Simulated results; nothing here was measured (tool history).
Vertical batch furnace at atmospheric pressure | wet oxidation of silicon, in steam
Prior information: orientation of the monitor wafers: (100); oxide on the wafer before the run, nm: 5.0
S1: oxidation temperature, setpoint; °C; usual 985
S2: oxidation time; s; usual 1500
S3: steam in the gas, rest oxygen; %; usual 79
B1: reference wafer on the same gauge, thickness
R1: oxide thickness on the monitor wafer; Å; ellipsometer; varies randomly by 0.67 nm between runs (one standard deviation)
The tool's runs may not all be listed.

run 1 day=0 | S1=994 S2=1500 S3=75 | B1=128.91 | R1=1679.5
run 2 day=1 | S1=985 S2=1260 S3=79 | B1=128.99 | R1=1413.1
run 3 day=1.688 | S1=985 S2=1500 S3=79 | B1=129.09 | R1=1613.5
run 4 day=2.496 | S1=985 S2=1500 S3=75 | B1=128.9 | R1=1545.2
run 5 day=3.633 | S1=985 S2=1500 S3=75 | B1=128.97 | R1=1545.4
run 6 day=4.212 | S1=985 S2=1500 S3=75 | B1=128.97 | R1=1544.6
run 7 day=5.338 | S1=985 S2=1500 S3=79 | B1=129.04 | R1=1610.5
run 8 day=6.283 | S1=985 S2=1500 S3=79 | B1=129.07 | R1=1612.1
run 9 day=7.45 | S1=993 S2=1770 S3=79 | B1=128.95 | R1=1977.9
run 10 day=8.417 | S1=985 S2=1500 S3=79 | B1=128.96 | R1=1608.1
run 11 day=9.408 | S1=985 S2=1500 S3=79 | B1=128.95 | R1=1605.9
run 12 day=9.971 | S1=985 S2=1500 S3=79 | B1=129.16 | R1=1602.9
run 13 day=11.338 | S1=985 S2=1500 S3=79 | B1=128.96 | R1=1604
run 14 day=12.025 | S1=985 S2=1710 S3=87 | B1=128.98 | R1=1928.3
run 15 day=13.417 | S1=985 S2=1710 S3=87 | B1=129 | R1=1923.1
-- day=14.429 steam generator serviced
run 16 day=14.45 | S1=985 S2=1710 S3=87 | B1=129.1 | R1=1915.3
run 17 day=14.858 | S1=985 S2=1500 S3=79 | B1=128.95 | R1=1613.5
-- day=16.562 thermocouples replaced and temperature profile calibrated
run 18 day=17.812 | S1=985 S2=1500 S3=79 | B1=128.86 | R1=1603.9
run 19 day=18.321 | S1=1003 S2=1500 S3=74 | B1=129.09 | R1=1823.8
run 20 day=19.067 | S1=985 S2=1500 S3=79 | B1=128.94 | R1=1619.7
-- day=20.171 gauge calibrated
run 21 day=22.979 | S1=977 S2=2130 S3=88 | B1=128.88 | R1=2122.7
run 22 day=24.275 | S1=985 S2=1500 S3=79 | B1=129.05 | R1=1607.7
run 23 day=25.408 | S1=985 S2=1500 S3=87 | B1=128.88 | R1=1744.8
run 24 day=26.779 | S1=985 S2=1200 S3=79 | B1=128.93 | R1=1347.6
run 25 day=27.617 | S1=985 S2=2100 S3=79 | B1=128.89 | R1=2104
run 26 day=28.788 | S1=985 S2=1500 S3=79 | B1=128.95 | R1=1611.9
run 27 day=30.158 | S1=985 S2=1500 S3=79 | B1=129.15 | R1=1602.4
run 28 day=30.767 | S1=985 S2=1740 S3=79 | B1=129.07 | R1=1815.3
run 29 day=32.262 | S1=985 S2=1500 S3=79 | B1=129.05 | R1=1615.7

The next listed run, before its measurement:
run 30 day=32.933 | S1=1005 S2=1500 S3=87 | B1=? | R1=?

B1: 128.93
R1: 2092.6 Å
Minus the tool's unlogged condition, the same run would have read R1 2092.6 Å.
